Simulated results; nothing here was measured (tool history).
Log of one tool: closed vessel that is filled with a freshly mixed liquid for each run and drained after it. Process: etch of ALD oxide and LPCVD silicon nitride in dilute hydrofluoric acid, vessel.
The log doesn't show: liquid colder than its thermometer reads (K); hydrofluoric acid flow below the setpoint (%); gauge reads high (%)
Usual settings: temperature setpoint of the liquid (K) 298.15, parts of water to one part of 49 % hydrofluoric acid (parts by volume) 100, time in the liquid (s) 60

run,hour,temperature setpoint of the liquid (K),parts of water to one part of 49 % hydrofluoric acid (parts by volume),time in the liquid (s),wafers since the last listed run,hours since the thermometer was replaced,hours since the hydrofluoric acid flow meter was replaced,hours since the gauge calibration,"read-back film thickness of the ALD oxide reference wafer, read on the same gauge (nm)","read-back film thickness of the LPCVD silicon nitride reference wafer, read on the same gauge (nm)",thickness taken off the ALD oxide on a monitor wafer (angstrom),thickness taken off the LPCVD silicon nitride on a monitor wafer (angstrom)
1,0,298.15,100,60,0,1144.2,906,112.2,110,90.027,144.2,2.99
2,85.6,298.15,100,60,7666,1229.8,991.6,197.8,110.01,90.014,141.6,2.78
3,151.3,294.15,100,60,5884,1295.5,1057.3,263.5,110.01,89.989,122.9,2.07
4,247.9,294.15,100,60,8651,1392.1,1153.9,360.1,110,89.984,120.6,2.03
5,340.4,294.15,100,60,8284,1484.6,1246.4,452.6,110,89.999,120.2,2.17
6,438,301.65,100,60,8741,1582.2,1344,550.2,110.02,90.026,158,3.47
7,480.2,298.15,100,60,3779,1624.4,1386.2,592.4,110,90.004,141.9,2.7
# hour 528.3: hydrofluoric acid flow meter replaced
8,585.7,298.15,120,40,9359,1729.9,57.4,697.9,110,89.994,69.4,1.33
# hour 662.8: thermometer replaced
9,674.1,295.15,100,60,7827,11.3,145.8,786.3,110,89.987,113.9,2.11
# hour 688.5: hydrofluoric acid flow meter replaced, repeated, since the last time left the tool worse
10,743.4,295.65,65,75,6116,80.6,54.9,855.6,110,90.005,276.8,4.63
# hour 782.8: gauge calibrated
11,797.8,298.15,100,60,4872,135,109.3,15,110.01,90.034,152.7,3.13
12,878.7,295.65,65,40,7245,215.9,190.2,95.9,110.02,89.999,144.8,2.33
13,947.5,294.65,135,60,6161,284.7,259,164.7,109.99,89.984,93.2,1.79
14,1014.8,299.65,120,70,6027,352,326.3,232,109.98,90.001,147.2,3.45

4 ways to go on from here, each from the tool as it stands after run 14. What would each give?
A,1015.5,298.15,100,70,62,352.7,327,232.7,?,?,?,?
B,1015.5,298.15,75,60,62,352.7,327,232.7,?,?,?,?
C,1015.5,298.15,65,80,62,352.7,327,232.7,?,?,?,?
D,1015.5,298.15,100,90,62,352.7,327,232.7,?,?,?,?

run,"read-back film thickness of the ALD oxide reference wafer, read on the same gauge (nm)","read-back film thickness of the LPCVD silicon nitride reference wafer, read on the same gauge (nm)",thickness taken off the ALD oxide on a monitor wafer (angstrom),thickness taken off the LPCVD silicon nitride on a monitor wafer (angstrom)
A,109.97,89.971,174.9,3.74
B,109.97,89.971,206.5,4.26
C,109.97,89.971,322,6.54
D,109.97,89.971,224.8,4.81
Without the tool's hidden state the same runs would have given:
run,thickness taken off the ALD oxide on a monitor wafer (angstrom),thickness taken off the LPCVD silicon nitride on a monitor wafer (angstrom)
A,178.9,3.81
B,211.2,4.34
C,329.2,6.67
D,230.1,4.9
